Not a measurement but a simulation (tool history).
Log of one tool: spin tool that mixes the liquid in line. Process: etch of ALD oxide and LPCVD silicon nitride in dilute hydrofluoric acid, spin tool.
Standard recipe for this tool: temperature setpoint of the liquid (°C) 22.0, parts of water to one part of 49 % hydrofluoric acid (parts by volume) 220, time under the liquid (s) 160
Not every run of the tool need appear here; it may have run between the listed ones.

run	day	temperature setpoint of the liquid (°C)	parts of water to one part of 49 % hydrofluoric acid (parts by volume)	time under the liquid (s)	read-back film thickness of the ALD oxide reference wafer, read on the same gauge (nm)	read-back film thickness of the LPCVD silicon nitride reference wafer, read on the same gauge (nm)	thickness taken off the ALD oxide on a monitor wafer (Å)	thickness taken off the LPCVD silicon nitride on a monitor wafer (Å)
1	0.000	25.5	220	160	130.01	80.010	79.6	3.88
2	2.458	25.5	220	160	129.98	80.005	79.9	4.11
# day 6.254: hydrofluoric acid flow meter replaced
3	6.425	22.0	220	160	129.96	79.996	69.5	3.59
4	10.404	22.0	220	160	130.01	80.018	70.0	3.65
5	13.075	22.0	220	160	130.04	79.991	70.0	3.46
6	14.767	22.0	220	160	130.01	79.991	71.0	3.62
7	22.112	22.0	160	160	129.98	79.998	105.4	5.81
8	24.654	22.0	220	160	130.00	80.012	71.2	3.38
# day 25.942: thermometer replaced
9	28.008	17.5	130	160	129.98	79.980	107.7	4.33
# day 28.550: hydrofluoric acid flow meter replaced
10	31.217	23.5	220	240	130.03	80.010	111.0	5.58
11	34.704	22.0	220	160	130.00	80.022	70.3	3.31
12	38.788	22.0	115	215	130.02	79.975	204.0	6.52
13	41.762	22.0	175	235	130.00	80.029	135.2	5.62
14	43.338	20.0	170	210	130.00	79.991	115.6	5.03
15	44.950	22.0	325	160	129.95	80.034	42.5	2.43
16	47.425	19.0	300	160	130.01	79.980	43.3	1.82
17	49.229	19.5	265	100	129.99	79.973	32.2	1.31
# day 51.933: gauge calibrated
18	53.704	22.0	220	200	129.99	79.987	88.1	4.42
# day 54.358: hydrofluoric acid flow meter replaced
# day 56.588: thermometer replaced
19	57.408	18.0	220	220	129.98	80.006	81.9	3.57
20	60.108	24.0	115	185	130.02	80.011	186.7	9.87
21	62.954	24.0	220	160	130.02	79.998	75.9	2.72
22	64.683	19.0	260	215	130.00	80.014	68.6	3.01
23	66.892	22.0	320	160	130.00	79.981	43.5	1.89
24	70.583	22.0	220	70	129.99	80.018	30.6	1.26
# day 78.904: hydrofluoric acid flow meter replaced
25	80.875	22.0	220	160	130.00	80.000	69.8	3.33
26	85.138	22.0	220	160	129.97	79.996	70.5	2.80
27	87.762	22.0	220	110	130.00	79.988	48.9	2.43

What if the next run were any one of these 3? Each begins from the tool's condition after run 27:
A	87.783	22.0	220	235	?	?	?	?
B	87.783	22.0	220	205	?	?	?	?
C	87.783	22.0	300	160	?	?	?	?

run	read-back film thickness of the ALD oxide reference wafer, read on the same gauge (nm)	read-back film thickness of the LPCVD silicon nitride reference wafer, read on the same gauge (nm)	thickness taken off the ALD oxide on a monitor wafer (Å)	thickness taken off the LPCVD silicon nitride on a monitor wafer (Å)
A	130.01	79.991	105.0	5.82
B	130.01	79.991	91.6	5.07
C	130.01	79.991	48.5	2.92
Without the tool's unlogged condition, the same runs would have read:
run	thickness taken off the ALD oxide on a monitor wafer (Å)	thickness taken off the LPCVD silicon nitride on a monitor wafer (Å)
A	101.8	5.52
B	88.8	4.81
C	47.0	2.77
